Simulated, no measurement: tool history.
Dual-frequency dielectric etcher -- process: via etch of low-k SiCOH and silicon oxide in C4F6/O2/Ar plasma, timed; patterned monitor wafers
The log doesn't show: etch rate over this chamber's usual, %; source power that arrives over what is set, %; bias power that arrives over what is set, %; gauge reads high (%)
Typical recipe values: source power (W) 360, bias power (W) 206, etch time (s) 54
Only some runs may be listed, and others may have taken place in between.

run   hour  source power (W)  bias power (W)  etch time (s)  wafers since the last listed run  hours since the last wet clean  hours since the last source power generator calibration  hours since the last bias power generator calibration  hours since the last upper electrode change  hours since the gauge calibration  read-back reference wafer on the same gauge, depth_nm  mean etch depth across the wafer (nm)
  1      0               360             206             54                                 0                           398.5                                                   3194.8                                                 1727.3                                         3236                               22.1                                                  104.1                                  117.4
      29.4  -- wet clean of the chamber
  2   29.9               410             206           64.5                                76                             0.5                                                   3224.7                                                 1757.2                                       3265.9                                 52                                                  104.1                                  160.7
  3   30.2               360             206             54                                 3                             0.8                                                     3225                                                 1757.5                                       3266.2                               52.3                                                  103.9                                  127.1
  4   30.6               360             206           58.5                                 5                             1.2                                                   3225.4                                                 1757.9                                       3266.6                               52.7                                                    104                                  136.7
  5   40.7               360             206           58.5                               131                            11.3                                                   3235.5                                                   1768                                       3276.7                               62.8                                                  104.1                                  136.8
  6   65.4               360             206           65.5                               321                              36                                                   3260.2                                                 1792.7                                       3301.4                               87.5                                                  104.2                                  153.5
  7   71.6               360             206             54                                80                            42.2                                                   3266.4                                                 1798.9                                       3307.6                               93.7                                                  104.1                                    126
  8   88.1               360             206             54                               214                            58.7                                                   3282.9                                                 1815.4                                       3324.1                              110.2                                                  103.9                                  124.9
  9    102               360             206             54                               180                            72.6                                                   3296.8                                                 1829.3                                         3338                              124.1                                                  103.7                                  125.4
 10  113.6               360             206             54                               150                            84.2                                                   3308.4                                                 1840.9                                       3349.6                              135.7                                                    104                                  125.9
 11  122.9               360             206           48.5                               120                            93.5                                                   3317.7                                                 1850.2                                       3358.9                                145                                                  103.9                                  111.8
     151.8  -- upper electrode replaced
     155.6  -- source power generator calibrated
 12  156.1               420             182             62                                69                           126.7                                                      0.5                                                 1883.4                                          4.3                              178.2                                                  103.8                                    146
 13  156.4               390             192             54                                 3                             127                                                      0.8                                                 1883.7                                          4.6                              178.5                                                  104.3                                  125.7
 14  156.8               430             239             54                                 5                           127.4                                                      1.2                                                 1884.1                                            5                              178.9                                                  104.1                                  148.5
 15  160.4               360             206             68                                46                             131                                                      4.8                                                 1887.7                                          8.6                              182.5                                                  104.4                                    156
 16  169.3               330             240             46                               115                           139.9                                                     13.7                                                 1896.6                                         17.5                              191.4                                                  103.8                                  107.3
     178.6  -- bias power generator calibrated
 17  179.1               360             245             54                                75                           149.7                                                     23.5                                                    0.5                                         27.3                              201.2                                                    104                                  135.1
 18  184.1               360             206             44                                65                           154.7                                                     28.5                                                    5.5                                         32.3                              206.2                                                  104.2                                  100.5
 19  193.8               400             251             48                               126                           164.4                                                     38.2                                                   15.2                                           42                              215.9                                                  103.9                                  128.2
 20  200.5               290             255             40                                87                           171.1                                                     44.9                                                   21.9                                         48.7                              222.6                                                  103.9                                   89.9
 21  213.9               340             177           40.5                               174                           184.5                                                     58.3                                                   35.3                                         62.1                                236                                                    104                                     83
 22  226.1               410             206           64.5                               158                           196.7                                                     70.5                                                   47.5                                         74.3                              248.2                                                    104                                  156.9
 23  234.5               270             206             54                               109                           205.1                                                     78.9                                                   55.9                                         82.7                              256.6                                                  104.4                                  105.2
 24    275               360             206             38                               526                           245.6                                                    119.4                                                   96.4                                        123.2                              297.1                                                    104                                   85.9
 25  289.2               360             240             65                               184                           259.8                                                    133.6                                                  110.6                                        137.4                              311.3                                                  104.1                                  157.9
 26  322.4               360             206             63                               431                             293                                                    166.8                                                  143.8                                        170.6                              344.5                                                  104.2                                  143.6
 27  329.2               360             206             54                                88                           299.8                                                    173.6                                                  150.6                                        177.4                              351.3                                                  103.8                                    122
 28    336               360             206             54                                88                           306.6                                                    180.4                                                  157.4                                        184.2                              358.1                                                  104.1                                  121.6
 29  346.1               360             157           49.5                               131                           316.7                                                    190.5                                                  167.5                                        194.3                              368.2                                                  104.1                                   97.6
 30  353.9               360             206             54                               101                           324.5                                                    198.3                                                  175.3                                        202.1                                376                                                    104                                  120.9

Describe how what the log doesn't record of the tool's condition differs between the last listed run preceding each entry between runs and the first listed run following it.
Between runs 1 and 2: wet clean of the chamber (hour 29.4)
  etch rate over this chamber's usual, %: -5.58 -> 0.57
  measured value less the no-hidden-state value, mean etch depth across the wafer (nm): -6.9 -> +0.9
Between runs 11 and 12: upper electrode replaced (hour 151.8); source power generator calibrated (hour 155.6)
  etch rate over this chamber's usual, %: -0.741 -> -1.21
  measured value less the no-hidden-state value, mean etch depth across the wafer (nm): -0.9 -> -1.8
Between runs 16 and 17: bias power generator calibrated (hour 178.6)
  etch rate over this chamber's usual, %: -1.4 -> -1.53
  measured value less the no-hidden-state value, mean etch depth across the wafer (nm): -1.6 -> -2.1
